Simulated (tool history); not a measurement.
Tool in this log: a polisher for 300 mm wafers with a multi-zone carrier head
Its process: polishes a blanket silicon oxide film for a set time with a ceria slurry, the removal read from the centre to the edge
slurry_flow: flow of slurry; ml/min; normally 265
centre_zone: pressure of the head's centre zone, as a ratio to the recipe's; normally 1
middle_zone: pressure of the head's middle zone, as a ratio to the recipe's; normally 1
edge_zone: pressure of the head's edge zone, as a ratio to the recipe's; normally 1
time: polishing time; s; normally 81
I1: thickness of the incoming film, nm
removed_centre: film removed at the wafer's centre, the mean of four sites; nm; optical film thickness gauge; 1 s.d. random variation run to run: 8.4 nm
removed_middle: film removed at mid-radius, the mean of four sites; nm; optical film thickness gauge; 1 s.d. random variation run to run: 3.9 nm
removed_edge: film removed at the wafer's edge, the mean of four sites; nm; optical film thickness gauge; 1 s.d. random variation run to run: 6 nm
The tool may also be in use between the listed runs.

run 1 day=0 | slurry_flow=265 centre_zone=1 middle_zone=1 edge_zone=1 time=81 | I1=1931.3 | removed_centre=599.4 removed_middle=590.6 removed_edge=626.9
run 2 day=0.496 | slurry_flow=265 centre_zone=1 middle_zone=1 edge_zone=1 time=81 | I1=1910.8 | removed_centre=606.7 removed_middle=601.8 removed_edge=626.2
run 3 day=1.017 | slurry_flow=265 centre_zone=1 middle_zone=1 edge_zone=1 time=81 | I1=1922.3 | removed_centre=606.7 removed_middle=601.7 removed_edge=627.8
run 4 day=1.342 | slurry_flow=265 centre_zone=1 middle_zone=1 edge_zone=1 time=81 | I1=1928.5 | removed_centre=607.9 removed_middle=593.5 removed_edge=624.9
run 5 day=1.762 | slurry_flow=265 centre_zone=1 middle_zone=1 edge_zone=1 time=81 | I1=1919.6 | removed_centre=593.4 removed_middle=596.3 removed_edge=629.5
run 6 day=2.012 | slurry_flow=315 centre_zone=1 middle_zone=1 edge_zone=0.96 time=81 | I1=1906.3 | removed_centre=624.1 removed_middle=604.1 removed_edge=632.9
run 7 day=2.667 | slurry_flow=230 centre_zone=0.96 middle_zone=1.03 edge_zone=1 time=57 | I1=1911.5 | removed_centre=399.3 removed_middle=415.7 removed_edge=438.1
-- day=2.954 edge zone pressure recalibrated
run 8 day=3.4 | slurry_flow=265 centre_zone=1.03 middle_zone=1.04 edge_zone=1 time=108 | I1=1913 | removed_centre=797.4 removed_middle=813.2 removed_edge=842
-- day=3.846 worn pad replaced by a new one
run 9 day=3.867 | slurry_flow=300 centre_zone=1 middle_zone=1 edge_zone=1 time=61 | I1=1902.2 | removed_centre=457.7 removed_middle=451.4 removed_edge=471.6
run 10 day=4.342 | slurry_flow=265 centre_zone=1 middle_zone=1.04 edge_zone=1 time=81 | I1=1905 | removed_centre=607.1 removed_middle=610.6 removed_edge=618.2
run 11 day=5.083 | slurry_flow=265 centre_zone=1 middle_zone=1 edge_zone=1 time=81 | I1=1914.6 | removed_centre=597.4 removed_middle=586.4 removed_edge=612.6
-- day=5.596 slurry nozzle cleaned
run 12 day=5.796 | slurry_flow=265 centre_zone=1 middle_zone=1 edge_zone=1 time=81 | I1=1905.2 | removed_centre=644.5 removed_middle=633 removed_edge=649.7
run 13 day=6.512 | slurry_flow=265 centre_zone=0.88 middle_zone=1 edge_zone=1 time=104 | I1=1891 | removed_centre=756 removed_middle=816.4 removed_edge=839.4
run 14 day=6.792 | slurry_flow=265 centre_zone=1.06 middle_zone=1 edge_zone=1 time=81 | I1=1898.9 | removed_centre=685.2 removed_middle=635.4 removed_edge=651.9
run 15 day=7.175 | slurry_flow=210 centre_zone=1 middle_zone=1 edge_zone=1.05 time=81 | I1=1903.5 | removed_centre=615.9 removed_middle=617.2 removed_edge=666
-- day=7.4 worn pad replaced by a new one
run 16 day=7.571 | slurry_flow=265 centre_zone=1 middle_zone=1 edge_zone=1 time=81 | I1=1912.5 | removed_centre=626.2 removed_middle=634.7 removed_edge=648.3
run 17 day=8.225 | slurry_flow=195 centre_zone=1.04 middle_zone=1 edge_zone=1 time=81 | I1=1914.7 | removed_centre=635.8 removed_middle=604 removed_edge=631.8
run 18 day=8.533 | slurry_flow=265 centre_zone=1 middle_zone=0.89 edge_zone=1 time=81 | I1=1903.6 | removed_centre=647.3 removed_middle=568.3 removed_edge=659.6
run 19 day=8.862 | slurry_flow=190 centre_zone=0.93 middle_zone=1 edge_zone=1.03 time=81 | I1=1893.4 | removed_centre=574.5 removed_middle=611.1 removed_edge=635.1
run 20 day=9.283 | slurry_flow=265 centre_zone=1 middle_zone=1.04 edge_zone=1 time=81 | I1=1905.4 | removed_centre=656.7 removed_middle=654.7 removed_edge=647.3
run 21 day=9.675 | slurry_flow=355 centre_zone=1 middle_zone=1 edge_zone=1 time=81 | I1=1912.8 | removed_centre=654.7 removed_middle=651 removed_edge=667.5

5 options for the next run, each taken on its own from the tool as it stands now. Forecast them:
run A day=9.692 | slurry_flow=265 centre_zone=1 middle_zone=1 edge_zone=1 time=81 | I1=1919 | removed_centre=? removed_middle=? removed_edge=?
run B day=9.692 | slurry_flow=290 centre_zone=0.96 middle_zone=0.96 edge_zone=1 time=67 | I1=1919 | removed_centre=? removed_middle=? removed_edge=?
run C day=9.692 | slurry_flow=320 centre_zone=1 middle_zone=0.92 edge_zone=1 time=81 | I1=1919 | removed_centre=? removed_middle=? removed_edge=?
run D day=9.692 | slurry_flow=265 centre_zone=1 middle_zone=1 edge_zone=1 time=61 | I1=1919 | removed_centre=? removed_middle=? removed_edge=?
run E day=9.692 | slurry_flow=210 centre_zone=1.11 middle_zone=0.89 edge_zone=1.05 time=81 | I1=1919 | removed_centre=? removed_middle=? removed_edge=?

run=A removed_centre=639.5 removed_middle=633.2 removed_edge=648.2
run=B removed_centre=518 removed_middle=511.1 removed_edge=540.4
run=C removed_centre=653.1 removed_middle=602.1 removed_edge=658.6
run=D removed_centre=481.6 removed_middle=476.9 removed_edge=488.2
run=E removed_centre=671.4 removed_middle=557.8 removed_edge=647.4
Stripped of hidden state, with their random variation kept, the same runs would have yielded:
run=A removed_centre=646.3 removed_middle=639.3 removed_edge=652.9
run=B removed_centre=523.1 removed_middle=515.6 removed_edge=544
run=C removed_centre=658.9 removed_middle=606.9 removed_edge=662.6
run=D removed_centre=486.7 removed_middle=481.4 removed_edge=491.7
run=E removed_centre=680.3 removed_middle=564.4 removed_edge=653
